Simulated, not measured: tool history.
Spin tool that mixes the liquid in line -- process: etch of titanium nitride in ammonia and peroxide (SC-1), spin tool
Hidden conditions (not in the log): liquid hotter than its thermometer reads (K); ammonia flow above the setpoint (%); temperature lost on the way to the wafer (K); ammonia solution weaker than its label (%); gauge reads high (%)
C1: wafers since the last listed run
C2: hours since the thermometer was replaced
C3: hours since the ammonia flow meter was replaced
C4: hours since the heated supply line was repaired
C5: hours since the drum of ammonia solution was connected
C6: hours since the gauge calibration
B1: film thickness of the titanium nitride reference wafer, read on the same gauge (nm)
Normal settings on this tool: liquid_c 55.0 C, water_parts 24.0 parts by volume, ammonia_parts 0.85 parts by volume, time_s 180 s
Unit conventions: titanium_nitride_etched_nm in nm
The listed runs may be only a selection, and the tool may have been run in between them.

{"run": 1, "hour": 0.0, "liquid_c": 55.0, "water_parts": 24.0, "ammonia_parts": 0.85, "time_s": 180, "C1": 0, "C2": 1771.0, "C3": 713.2, "C4": 1521.0, "C5": 22.8, "C6": 1066.0, "B1": 99.97, "titanium_nitride_etched_nm": 10.67}
{"run": 2, "hour": 81.8, "liquid_c": 55.0, "water_parts": 24.0, "ammonia_parts": 0.85, "time_s": 180, "C1": 582, "C2": 1852.8, "C3": 795.0, "C4": 1602.8, "C5": 104.6, "C6": 1147.8, "B1": 100.0, "titanium_nitride_etched_nm": 10.65}
{"run": 3, "hour": 161.3, "liquid_c": 55.0, "water_parts": 24.0, "ammonia_parts": 0.85, "time_s": 180, "C1": 566, "C2": 1932.3, "C3": 874.5, "C4": 1682.3, "C5": 184.1, "C6": 1227.3, "B1": 100.03, "titanium_nitride_etched_nm": 10.64}
{"run": 4, "hour": 217.6, "liquid_c": 55.0, "water_parts": 24.0, "ammonia_parts": 0.85, "time_s": 180, "C1": 401, "C2": 1988.6, "C3": 930.8, "C4": 1738.6, "C5": 240.4, "C6": 1283.6, "B1": 100.06, "titanium_nitride_etched_nm": 10.59}
{"run": 5, "hour": 502.1, "liquid_c": 55.0, "water_parts": 24.0, "ammonia_parts": 0.85, "time_s": 180, "C1": 2026, "C2": 2273.1, "C3": 1215.3, "C4": 2023.1, "C5": 524.9, "C6": 1568.1, "B1": 99.98, "titanium_nitride_etched_nm": 10.51}
{"hour": 509.1, "done": "new drum of ammonia solution connected"}
{"run": 6, "hour": 565.3, "liquid_c": 55.0, "water_parts": 24.0, "ammonia_parts": 1.0, "time_s": 180, "C1": 443, "C2": 2336.3, "C3": 1278.5, "C4": 2086.3, "C5": 56.2, "C6": 1631.3, "B1": 99.99, "titanium_nitride_etched_nm": 10.74}
{"run": 7, "hour": 664.8, "liquid_c": 55.0, "water_parts": 24.0, "ammonia_parts": 1.0, "time_s": 180, "C1": 708, "C2": 2435.8, "C3": 1378.0, "C4": 2185.8, "C5": 155.7, "C6": 1730.8, "B1": 99.98, "titanium_nitride_etched_nm": 10.72}
{"hour": 734.8, "done": "ammonia flow meter replaced"}
{"hour": 766.3, "done": "new drum of ammonia solution connected, repeated, since the last time left the tool worse"}
{"hour": 797.4, "done": "gauge calibrated"}
{"hour": 898.4, "done": "heated supply line repaired"}
{"run": 8, "hour": 901.2, "liquid_c": 55.0, "water_parts": 24.0, "ammonia_parts": 1.0, "time_s": 180, "C1": 1662, "C2": 2672.2, "C3": 166.4, "C4": 2.8, "C5": 134.9, "C6": 103.8, "B1": 100.04, "titanium_nitride_etched_nm": 10.96}
{"run": 9, "hour": 999.6, "liquid_c": 55.0, "water_parts": 24.0, "ammonia_parts": 0.85, "time_s": 180, "C1": 701, "C2": 2770.6, "C3": 264.8, "C4": 101.2, "C5": 233.3, "C6": 202.2, "B1": 99.98, "titanium_nitride_etched_nm": 10.61}
{"run": 10, "hour": 1061.5, "liquid_c": 55.0, "water_parts": 24.0, "ammonia_parts": 0.85, "time_s": 180, "C1": 441, "C2": 2832.5, "C3": 326.7, "C4": 163.1, "C5": 295.2, "C6": 264.1, "B1": 100.0, "titanium_nitride_etched_nm": 10.58}
{"hour": 1086.6, "done": "thermometer replaced"}
{"run": 11, "hour": 1158.2, "liquid_c": 57.5, "water_parts": 24.0, "ammonia_parts": 0.85, "time_s": 255, "C1": 681, "C2": 71.6, "C3": 423.4, "C4": 259.8, "C5": 391.9, "C6": 360.8, "B1": 100.01, "titanium_nitride_etched_nm": 17.74}
{"hour": 1375.8, "done": "new drum of ammonia solution connected"}
{"run": 12, "hour": 1376.3, "liquid_c": 55.0, "water_parts": 27.5, "ammonia_parts": 1.1, "time_s": 230, "C1": 1546, "C2": 289.7, "C3": 641.5, "C4": 477.9, "C5": 0.5, "C6": 578.9, "B1": 100.07, "titanium_nitride_etched_nm": 13.2}
{"run": 13, "hour": 1435.2, "liquid_c": 61.5, "water_parts": 24.0, "ammonia_parts": 0.85, "time_s": 180, "C1": 419, "C2": 348.6, "C3": 700.4, "C4": 536.8, "C5": 59.4, "C6": 637.8, "B1": 99.97, "titanium_nitride_etched_nm": 16.29}
{"run": 14, "hour": 1529.4, "liquid_c": 55.0, "water_parts": 24.0, "ammonia_parts": 0.85, "time_s": 180, "C1": 671, "C2": 442.8, "C3": 794.6, "C4": 631.0, "C5": 153.6, "C6": 732.0, "B1": 100.02, "titanium_nitride_etched_nm": 10.57}
{"run": 15, "hour": 1629.0, "liquid_c": 55.0, "water_parts": 24.0, "ammonia_parts": 1.05, "time_s": 85, "C1": 709, "C2": 542.4, "C3": 894.2, "C4": 730.6, "C5": 253.2, "C6": 831.6, "B1": 99.97, "titanium_nitride_etched_nm": 5.19}
{"run": 16, "hour": 1718.4, "liquid_c": 55.0, "water_parts": 32.0, "ammonia_parts": 0.85, "time_s": 180, "C1": 636, "C2": 631.8, "C3": 983.6, "C4": 820.0, "C5": 342.6, "C6": 921.0, "B1": 99.99, "titanium_nitride_etched_nm": 9.05}
{"run": 17, "hour": 1795.5, "liquid_c": 55.0, "water_parts": 24.0, "ammonia_parts": 0.85, "time_s": 265, "C1": 549, "C2": 708.9, "C3": 1060.7, "C4": 897.1, "C5": 419.7, "C6": 998.1, "B1": 100.02, "titanium_nitride_etched_nm": 15.48}
{"run": 18, "hour": 1839.8, "liquid_c": 47.0, "water_parts": 27.0, "ammonia_parts": 0.85, "time_s": 180, "C1": 315, "C2": 753.2, "C3": 1105.0, "C4": 941.4, "C5": 464.0, "C6": 1042.4, "B1": 100.02, "titanium_nitride_etched_nm": 5.65}
{"run": 19, "hour": 1884.4, "liquid_c": 55.0, "water_parts": 24.0, "ammonia_parts": 0.85, "time_s": 180, "C1": 317, "C2": 797.8, "C3": 1149.6, "C4": 986.0, "C5": 508.6, "C6": 1087.0, "B1": 99.99, "titanium_nitride_etched_nm": 10.48}
{"run": 20, "hour": 1944.5, "liquid_c": 55.0, "water_parts": 14.0, "ammonia_parts": 0.85, "time_s": 180, "C1": 428, "C2": 857.9, "C3": 1209.7, "C4": 1046.1, "C5": 568.7, "C6": 1147.1, "B1": 99.99, "titanium_nitride_etched_nm": 14.16}
{"hour": 1960.1, "done": "new drum of ammonia solution connected"}
{"run": 21, "hour": 1985.2, "liquid_c": 55.0, "water_parts": 24.0, "ammonia_parts": 0.85, "time_s": 180, "C1": 282, "C2": 898.6, "C3": 1250.4, "C4": 1086.8, "C5": 25.1, "C6": 1187.8, "B1": 99.97, "titanium_nitride_etched_nm": 10.62}

Forecast each of these 3 alternatives for the next run:
{"run": "A", "hour": 1985.7, "liquid_c": 55.0, "water_parts": 24.0, "ammonia_parts": 0.85, "time_s": 240, "C1": 3, "C2": 899.1, "C3": 1250.9, "C4": 1087.3, "C5": 25.6, "C6": 1188.3, "B1": "?", "titanium_nitride_etched_nm": "?"}
{"run": "B", "hour": 1985.7, "liquid_c": 62.5, "water_parts": 18.5, "ammonia_parts": 0.85, "time_s": 85, "C1": 3, "C2": 899.1, "C3": 1250.9, "C4": 1087.3, "C5": 25.6, "C6": 1188.3, "B1": "?", "titanium_nitride_etched_nm": "?"}
{"run": "C", "hour": 1985.7, "liquid_c": 51.0, "water_parts": 16.5, "ammonia_parts": 1.05, "time_s": 285, "C1": 3, "C2": 899.1, "C3": 1250.9, "C4": 1087.3, "C5": 25.6, "C6": 1188.3, "B1": "?", "titanium_nitride_etched_nm": "?"}

run=A B1=100.02 titanium_nitride_etched_nm=14.22
run=B B1=100.02 titanium_nitride_etched_nm=9.54
run=C B1=100.02 titanium_nitride_etched_nm=16.35
Without the tool's hidden state the same runs would have given:
run=A titanium_nitride_etched_nm=14.24
run=B titanium_nitride_etched_nm=9.55
run=C titanium_nitride_etched_nm=16.37

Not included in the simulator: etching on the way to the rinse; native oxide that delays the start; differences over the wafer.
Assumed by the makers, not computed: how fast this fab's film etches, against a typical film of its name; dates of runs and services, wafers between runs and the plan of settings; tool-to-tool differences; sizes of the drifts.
